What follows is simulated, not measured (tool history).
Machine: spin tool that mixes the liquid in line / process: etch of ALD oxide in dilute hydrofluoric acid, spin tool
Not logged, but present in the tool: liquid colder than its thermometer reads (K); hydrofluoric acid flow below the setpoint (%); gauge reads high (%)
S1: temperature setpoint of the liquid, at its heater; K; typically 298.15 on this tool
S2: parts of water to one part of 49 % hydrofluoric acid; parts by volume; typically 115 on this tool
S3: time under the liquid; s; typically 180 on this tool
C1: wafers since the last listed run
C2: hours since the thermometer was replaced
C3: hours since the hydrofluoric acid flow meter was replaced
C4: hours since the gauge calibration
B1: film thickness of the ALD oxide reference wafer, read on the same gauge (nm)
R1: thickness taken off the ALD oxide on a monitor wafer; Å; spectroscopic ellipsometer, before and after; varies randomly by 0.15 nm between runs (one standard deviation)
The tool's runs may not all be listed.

run	hour	S1	S2	S3	C1	C2	C3	C4	B1	R1
1	0.0	298.15	115	180	0	2163.9	1799.2	8.5	120.02	149.0
2	104.0	298.15	75	180	722	2267.9	1903.2	112.5	119.96	239.6
3	137.0	298.15	75	180	229	2300.9	1936.2	145.5	120.00	241.9
4	160.1	298.15	75	180	160	2324.0	1959.3	168.6	120.02	236.1
5	176.1	298.15	115	180	111	2340.0	1975.3	184.6	120.00	148.7
6	192.7	298.15	115	180	115	2356.6	1991.9	201.2	120.02	148.3
7	208.4	298.15	115	140	109	2372.3	2007.6	216.9	119.98	115.3
8	228.7	298.15	135	180	141	2392.6	2027.9	237.2	120.00	123.2
9	253.8	298.15	135	180	174	2417.7	2053.0	262.3	120.00	123.5
10	289.4	298.15	115	180	247	2453.3	2088.6	297.9	120.01	147.5
11	301.5	298.15	115	180	84	2465.4	2100.7	310.0	119.99	148.4
12	327.5	298.15	115	180	180	2491.4	2126.7	336.0	120.02	147.7
13	354.3	298.15	75	100	186	2518.2	2153.5	362.8	120.00	131.9
14	380.8	298.15	115	180	184	2544.7	2180.0	389.3	120.01	145.4
# hour 397.7: hydrofluoric acid flow meter replaced
15	406.3	298.15	115	180	170	2570.2	8.6	414.8	120.05	144.1
16	434.2	298.15	115	180	193	2598.1	36.5	442.7	119.98	143.9
17	457.7	296.65	115	180	163	2621.6	60.0	466.2	120.00	136.1
18	476.8	298.15	115	135	132	2640.7	79.1	485.3	119.97	109.8
19	509.3	302.15	100	80	225	2673.2	111.6	517.8	119.97	88.8
20	524.2	295.15	65	180	103	2688.1	126.5	532.7	119.96	242.4
21	540.0	295.15	115	115	109	2703.9	142.3	548.5	120.00	81.3
22	564.1	300.65	160	90	167	2728.0	166.4	572.6	119.99	55.0
23	588.9	296.15	115	180	172	2752.8	191.2	597.4	119.99	134.0
24	622.4	294.65	115	180	232	2786.3	224.7	630.9	120.00	128.0
# hour 635.8: gauge calibrated
25	646.1	296.65	140	260	164	2810.0	248.4	10.3	119.95	158.7
# hour 650.6: thermometer replaced
26	671.9	301.65	115	285	172	21.3	274.2	36.1	120.05	292.9
27	698.4	301.15	115	285	184	47.8	300.7	62.6	120.00	285.0
28	719.4	298.15	115	180	145	68.8	321.7	83.6	120.03	161.3
29	749.2	298.15	150	180	207	98.6	351.5	113.4	119.98	117.9
30	783.3	301.65	150	130	237	132.7	385.6	147.5	120.01	96.1
31	796.1	303.15	75	250	88	145.5	398.4	160.3	120.02	426.8
32	826.2	298.15	115	180	209	175.6	428.5	190.4	120.00	158.6
33	846.1	298.15	115	180	138	195.5	448.4	210.3	119.96	158.7
34	858.7	298.15	115	180	87	208.1	461.0	222.9	119.98	159.9

Below, each run's measurement less what the same run would have read without the hidden state. Both values contain the same run-to-run variation, but the gauge's scatter may not be the same in both:
run	R1
1	-13.0
2	-22.4
3	-23.0
4	-22.7
5	-13.9
6	-14.0
7	-11.0
8	-11.6
9	-11.8
10	-14.6
11	-14.7
12	-14.7
13	-13.8
14	-14.8
15	-14.8
16	-15.0
17	-14.4
18	-11.6
19	-9.2
20	-27.8
21	-9.1
22	-5.7
23	-15.0
24	-14.8
25	-17.8
26	-1.0
27	-1.3
28	-0.9
29	-0.7
30	-0.6
31	-3.3
32	-1.4
33	-1.6
34	-1.6
